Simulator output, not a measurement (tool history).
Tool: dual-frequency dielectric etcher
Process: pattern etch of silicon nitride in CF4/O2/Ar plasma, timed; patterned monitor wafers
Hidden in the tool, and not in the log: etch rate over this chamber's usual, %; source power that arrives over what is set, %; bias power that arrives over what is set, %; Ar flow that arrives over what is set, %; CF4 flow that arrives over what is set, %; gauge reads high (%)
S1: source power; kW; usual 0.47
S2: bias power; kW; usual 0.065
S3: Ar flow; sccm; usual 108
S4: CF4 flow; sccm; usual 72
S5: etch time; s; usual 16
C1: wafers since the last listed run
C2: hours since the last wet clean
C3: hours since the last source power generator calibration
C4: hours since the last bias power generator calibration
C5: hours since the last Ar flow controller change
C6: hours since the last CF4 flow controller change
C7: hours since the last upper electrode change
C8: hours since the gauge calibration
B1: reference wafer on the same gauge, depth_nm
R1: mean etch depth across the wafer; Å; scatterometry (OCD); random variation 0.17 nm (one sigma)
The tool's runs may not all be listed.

Run 1, hour 0: usual settings but S1 0.55 kW, S3 83 sccm, S4 62 sccm, S5 19.5 s; C1 0; C2 49; C3 4188.9; C4 14.7; C5 127.8; C6 39.7; C7 2188.8; C8 546.2; B1 32.48. Result: R1 398.5 Å.
At hour 14.8: source power generator calibrated.
Run 2, hour 16.8: usual settings but S1 0.38 kW, S2 0.072 kW, S4 62 sccm; C1 117; C2 65.8; C3 2; C4 31.5; C5 144.6; C6 56.5; C7 2205.6; C8 563; B1 32.48. Result: R1 289.2 Å.
Run 3, hour 28: usual settings but S2 0.073 kW; C1 103; C2 77; C3 13.2; C4 42.7; C5 155.8; C6 67.7; C7 2216.8; C8 574.2; B1 32.54. Result: R1 319.1 Å.
Run 4, hour 37.2: usual settings but S1 0.4 kW, S4 78 sccm, S5 21 s; C1 84; C2 86.2; C3 22.4; C4 51.9; C5 165; C6 76.9; C7 2226; C8 583.4; B1 32.51. Result: R1 373.1 Å.
Run 5, hour 43.3: usual settings but S1 0.59 kW, S2 0.055 kW, S3 128 sccm, S5 14.5 s; C1 56; C2 92.3; C3 28.5; C4 58; C5 171.1; C6 83; C7 2232.1; C8 589.5; B1 32.51. Result: R1 272 Å.
Run 6, hour 50.9: usual settings but S1 0.54 kW, S2 0.075 kW; C1 70; C2 99.9; C3 36.1; C4 65.6; C5 178.7; C6 90.6; C7 2239.7; C8 597.1; B1 32.5. Result: R1 349.7 Å.
Run 7, hour 63.7: usual settings but S2 0.074 kW; C1 117; C2 112.7; C3 48.9; C4 78.4; C5 191.5; C6 103.4; C7 2252.5; C8 609.9; B1 32.5. Result: R1 327.3 Å.
Run 8, hour 79.1: usual settings but S3 133 sccm, S5 14.5 s; C1 141; C2 128.1; C3 64.3; C4 93.8; C5 206.9; C6 118.8; C7 2267.9; C8 625.3; B1 32.46. Result: R1 270.2 Å.
At hour 107.3: upper electrode replaced.
Run 9, hour 107.8: usual settings; C1 43; C2 156.8; C3 93; C4 122.5; C5 235.6; C6 147.5; C7 0.5; C8 654; B1 32.48. Result: R1 304.6 Å.
Run 10, hour 108.2: usual settings; C1 3; C2 157.2; C3 93.4; C4 122.9; C5 236; C6 147.9; C7 0.9; C8 654.4; B1 32.5. Result: R1 302.2 Å.

Forecast run 11:
Run 11, hour 114.2: usual settings; C1 55; C2 163.2; C3 99.4; C4 128.9; C5 242; C6 153.9; C7 6.9; C8 660.4; B1 ?. Result: R1 ?.

B1: 32.51
R1: 300.4 Å
Without the tool's hidden state the same run would have given R1 295.4 Å.
